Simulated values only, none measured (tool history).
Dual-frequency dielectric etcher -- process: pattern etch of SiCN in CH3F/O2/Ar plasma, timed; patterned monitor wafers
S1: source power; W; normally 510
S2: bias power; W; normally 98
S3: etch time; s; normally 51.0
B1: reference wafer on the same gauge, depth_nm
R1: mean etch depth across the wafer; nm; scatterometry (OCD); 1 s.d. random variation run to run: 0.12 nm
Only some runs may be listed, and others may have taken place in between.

| run | hour | S1 | S2 | S3 | B1 | R1 |
|---|---|---|---|---|---|---|
| 1 | 0.0 | 510 | 98 | 51.0 | 19.53 | 24.73 |
| 2 | 9.4 | 510 | 98 | 51.0 | 19.48 | 24.57 |
| 3 | 20.3 | 510 | 98 | 51.0 | 19.50 | 24.47 |
| 4 | 34.5 | 420 | 98 | 63.0 | 19.49 | 27.53 |
| 5 | 48.2 | 420 | 98 | 63.0 | 19.51 | 27.56 |
| 6 | 57.2 | 510 | 98 | 51.0 | 19.50 | 24.71 |
| 7 | 64.9 | 510 | 98 | 51.0 | 19.45 | 24.70 |
|  | 98.0 | wet clean of the chamber |
| 8 | 98.5 | 510 | 98 | 51.0 | 19.51 | 24.15 |
| 9 | 98.9 | 510 | 98 | 51.0 | 19.51 | 24.12 |
|  | 107.3 | source power generator calibrated |
|  | 123.7 | bias power generator calibrated |
|  | 128.8 | upper electrode replaced, of another model than before |
| 10 | 129.3 | 510 | 98 | 51.0 | 19.51 | 24.28 |
| 11 | 129.6 | 560 | 98 | 40.0 | 19.51 | 20.57 |
| 12 | 130.0 | 560 | 98 | 40.0 | 19.49 | 20.79 |
| 13 | 133.9 | 610 | 98 | 51.0 | 19.49 | 28.16 |
| 14 | 148.1 | 510 | 120 | 37.0 | 19.51 | 18.86 |
| 15 | 161.3 | 510 | 98 | 58.5 | 19.50 | 28.01 |
| 16 | 175.8 | 470 | 78 | 62.5 | 19.47 | 26.03 |
| 17 | 192.5 | 510 | 98 | 51.0 | 19.50 | 24.53 |
| 18 | 206.2 | 510 | 98 | 51.0 | 19.49 | 24.71 |
|  | 216.1 | gauge calibrated |
| 19 | 221.2 | 510 | 98 | 51.0 | 19.49 | 24.45 |
| 20 | 231.3 | 570 | 88 | 51.0 | 19.50 | 25.87 |
| 21 | 240.6 | 510 | 98 | 51.0 | 19.50 | 24.75 |
| 22 | 248.4 | 430 | 115 | 55.5 | 19.52 | 24.02 |
| 23 | 255.4 | 620 | 88 | 40.5 | 19.49 | 22.00 |
| 24 | 270.3 | 510 | 98 | 51.0 | 19.50 | 24.58 |
| 25 | 282.4 | 510 | 98 | 59.5 | 19.49 | 28.94 |
| 26 | 292.0 | 630 | 109 | 63.0 | 19.52 | 36.79 |
| 27 | 299.1 | 510 | 98 | 51.0 | 19.48 | 24.61 |
| 28 | 316.0 | 580 | 90 | 60.0 | 19.50 | 31.42 |
| 29 | 329.6 | 410 | 118 | 51.0 | 19.53 | 21.05 |

State the hidden condition of the tool at each of the runs:
source power that arrives over what is set, %: 0, the same for each run
bias power that arrives over what is set, %: 0, the same for each run
gauge reads high (%): 0, the same for each run
H1: etch rate over this chamber's usual, %
| run | H1 |
|---|---|
| 1 | 1.65 |
| 2 | 1.72 |
| 3 | 1.8 |
| 4 | 1.9 |
| 5 | 2 |
| 6 | 2.06 |
| 7 | 2.12 |
| 8 | 0.671 |
| 9 | 0.674 |
| 10 | 0.891 |
| 11 | 0.893 |
| 12 | 0.896 |
| 13 | 0.923 |
| 14 | 1.02 |
| 15 | 1.12 |
| 16 | 1.22 |
| 17 | 1.34 |
| 18 | 1.44 |
| 19 | 1.54 |
| 20 | 1.62 |
| 21 | 1.68 |
| 22 | 1.74 |
| 23 | 1.79 |
| 24 | 1.89 |
| 25 | 1.98 |
| 26 | 2.05 |
| 27 | 2.1 |
| 28 | 2.22 |
| 29 | 2.32 |
